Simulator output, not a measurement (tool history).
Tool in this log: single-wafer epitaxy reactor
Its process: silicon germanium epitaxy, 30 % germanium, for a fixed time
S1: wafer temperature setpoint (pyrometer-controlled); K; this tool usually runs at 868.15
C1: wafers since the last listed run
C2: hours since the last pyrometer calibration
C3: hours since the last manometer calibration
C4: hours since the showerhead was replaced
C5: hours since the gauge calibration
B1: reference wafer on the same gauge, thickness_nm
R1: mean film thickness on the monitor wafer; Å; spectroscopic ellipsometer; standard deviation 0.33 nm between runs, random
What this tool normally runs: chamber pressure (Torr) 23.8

Run 1, hour 0.0: usual settings but S1 863.15 K; C1 0; C2 593.4; C3 88.1; C4 1055.8; C5 1381.8; B1 49.759. Result: R1 510.28 Å.
Run 2, hour 46.0: usual settings but chamber pressure (Torr) 21.5; C1 512; C2 639.4; C3 134.1; C4 1101.8; C5 1427.8; B1 49.862. Result: R1 542.00 Å.
Run 3, hour 80.0: usual settings but S1 877.15 K, chamber pressure (Torr) 25.7; C1 378; C2 673.4; C3 168.1; C4 1135.8; C5 1461.8; B1 49.698. Result: R1 667.04 Å.
Run 4, hour 149.7: usual settings but S1 859.15 K, chamber pressure (Torr) 27.9; C1 775; C2 743.1; C3 237.8; C4 1205.5; C5 1531.5; B1 49.585. Result: R1 507.94 Å.
Run 5, hour 215.2: usual settings; C1 729; C2 808.6; C3 303.3; C4 1271.0; C5 1597.0; B1 49.569. Result: R1 561.64 Å.
Run 6, hour 270.5: usual settings; C1 615; C2 863.9; C3 358.6; C4 1326.3; C5 1652.3; B1 49.605. Result: R1 554.13 Å.
Run 7, hour 313.1: usual settings but S1 865.15 K; C1 474; C2 906.5; C3 401.2; C4 1368.9; C5 1694.9; B1 49.598. Result: R1 532.92 Å.
Run 8, hour 340.4: usual settings; C1 303; C2 933.8; C3 428.5; C4 1396.2; C5 1722.2; B1 49.734. Result: R1 554.55 Å.
Run 9, hour 398.1: usual settings; C1 642; C2 991.5; C3 486.2; C4 1453.9; C5 1779.9; B1 49.646. Result: R1 562.42 Å.
Run 10, hour 432.1: usual settings; C1 378; C2 1025.5; C3 520.2; C4 1487.9; C5 1813.9; B1 49.701. Result: R1 553.65 Å.
Run 11, hour 457.1: usual settings but S1 877.15 K; C1 278; C2 1050.5; C3 545.2; C4 1512.9; C5 1838.9; B1 49.607. Result: R1 636.37 Å.
Run 12, hour 526.0: usual settings but S1 874.15 K, chamber pressure (Torr) 26.3; C1 767; C2 1119.4; C3 614.1; C4 1581.8; C5 1907.8; B1 49.577. Result: R1 632.37 Å.
Run 13, hour 567.7: usual settings but chamber pressure (Torr) 25.6; C1 464; C2 1161.1; C3 655.8; C4 1623.5; C5 1949.5; B1 49.572. Result: R1 568.90 Å.
Run 14, hour 622.9: usual settings but S1 863.15 K, chamber pressure (Torr) 26.5; C1 614; C2 1216.3; C3 711.0; C4 1678.7; C5 2004.7; B1 49.518. Result: R1 537.10 Å.
At hour 637.1: pyrometer calibrated.
Run 15, hour 831.6: usual settings but S1 872.15 K, chamber pressure (Torr) 19.9; C1 2234; C2 194.5; C3 919.7; C4 1887.4; C5 2213.4; B1 49.580. Result: R1 557.95 Å.
At hour 911.8: gauge calibrated.
Run 16, hour 940.4: usual settings but S1 856.15 K, chamber pressure (Torr) 19.1; C1 1211; C2 303.3; C3 1028.5; C4 1996.2; C5 28.6; B1 51.002. Result: R1 433.01 Å.
Run 17, hour 986.0: usual settings but S1 862.15 K, chamber pressure (Torr) 28.4; C1 507; C2 348.9; C3 1074.1; C4 2041.8; C5 74.2; B1 50.982. Result: R1 550.85 Å.
Run 18, hour 1050.7: usual settings; C1 720; C2 413.6; C3 1138.8; C4 2106.5; C5 138.9; B1 51.009. Result: R1 565.55 Å.
Run 19, hour 1106.2: usual settings but S1 875.15 K, chamber pressure (Torr) 25.8; C1 617; C2 469.1; C3 1194.3; C4 2162.0; C5 194.4; B1 50.831. Result: R1 661.02 Å.
Run 20, hour 1154.4: usual settings but S1 855.15 K; C1 536; C2 517.3; C3 1242.5; C4 2210.2; C5 242.6; B1 50.718. Result: R1 459.70 Å.
Run 21, hour 1207.2: usual settings but S1 876.15 K; C1 587; C2 570.1; C3 1295.3; C4 2263.0; C5 295.4; B1 50.807. Result: R1 645.07 Å.
At hour 1263.1: showerhead replaced.
Run 22, hour 1395.5: usual settings but S1 858.15 K; C1 2007; C2 758.4; C3 1483.6; C4 132.4; C5 483.7; B1 50.320. Result: R1 485.14 Å.
Run 23, hour 1447.9: usual settings but S1 857.15 K, chamber pressure (Torr) 20.8; C1 583; C2 810.8; C3 1536.0; C4 184.8; C5 536.1; B1 50.307. Result: R1 445.05 Å.
At hour 1461.4: capacitance manometer re-zeroed and calibrated.
Run 24, hour 1501.5: usual settings; C1 507; C2 864.4; C3 40.1; C4 238.4; C5 589.7; B1 50.295. Result: R1 566.20 Å.
Run 25, hour 1557.8: usual settings but S1 854.15 K, chamber pressure (Torr) 28.9; C1 626; C2 920.7; C3 96.4; C4 294.7; C5 646.0; B1 50.195. Result: R1 479.06 Å.
Run 26, hour 1602.5: usual settings; C1 497; C2 965.4; C3 141.1; C4 339.4; C5 690.7; B1 50.208. Result: R1 562.71 Å.
Run 27, hour 1669.6: usual settings but chamber pressure (Torr) 25.8; C1 747; C2 1032.5; C3 208.2; C4 406.5; C5 757.8; B1 50.142. Result: R1 579.85 Å.
Run 28, hour 1716.9: usual settings but S1 876.15 K, chamber pressure (Torr) 25.4; C1 526; C2 1079.8; C3 255.5; C4 453.8; C5 805.1; B1 50.011. Result: R1 645.51 Å.
Run 29, hour 1758.4: usual settings but S1 875.15 K, chamber pressure (Torr) 20.4; C1 462; C2 1121.3; C3 297.0; C4 495.3; C5 846.6; B1 50.137. Result: R1 593.86 Å.
Run 30, hour 1862.5: usual settings but S1 878.15 K, chamber pressure (Torr) 25.5; C1 1158; C2 1225.4; C3 401.1; C4 599.4; C5 950.7; B1 50.101. Result: R1 671.99 Å.
Run 31, hour 1909.4: usual settings but S1 856.15 K, chamber pressure (Torr) 19.3; C1 522; C2 1272.3; C3 448.0; C4 646.3; C5 997.6; B1 49.951. Result: R1 431.67 Å.
Run 32, hour 1953.1: usual settings; C1 486; C2 1316.0; C3 491.7; C4 690.0; C5 1041.3; B1 49.995. Result: R1 562.14 Å.
At hour 1963.0: pyrometer calibrated.
Run 33, hour 2001.9: usual settings but S1 853.15 K; C1 454; C2 38.9; C3 540.5; C4 738.8; C5 1090.1; B1 50.056. Result: R1 441.81 Å.
Run 34, hour 2052.1: usual settings; C1 558; C2 89.1; C3 590.7; C4 789.0; C5 1140.3; B1 49.992. Result: R1 564.51 Å.

Run by run, hidden condition taken away, random variation retained:
Unlogged tool condition in this case: wafer temperature above the value expected at the setpoint (K); true pressure above the setpoint (%); gauge reads high (%).
run      R1
  1  524.26
  2  557.00
  3  685.63
  4  522.30
  5  577.70
  6  570.12
  7  548.40
  8  570.73
  9  578.96
 10  570.01
 11  655.22
 12  651.26
 13  585.97
 14  553.31
 15  575.09
 16  434.08
 17  552.98
 18  568.80
 19  665.83
 20  463.61
 21  651.37
 22  491.79
 23  451.58
 24  575.01
 25  486.95
 26  572.35
 27  590.34
 28  657.58
 29  605.27
 30  685.70
 31  440.68
 32  574.12
 33  451.42
 34  577.04
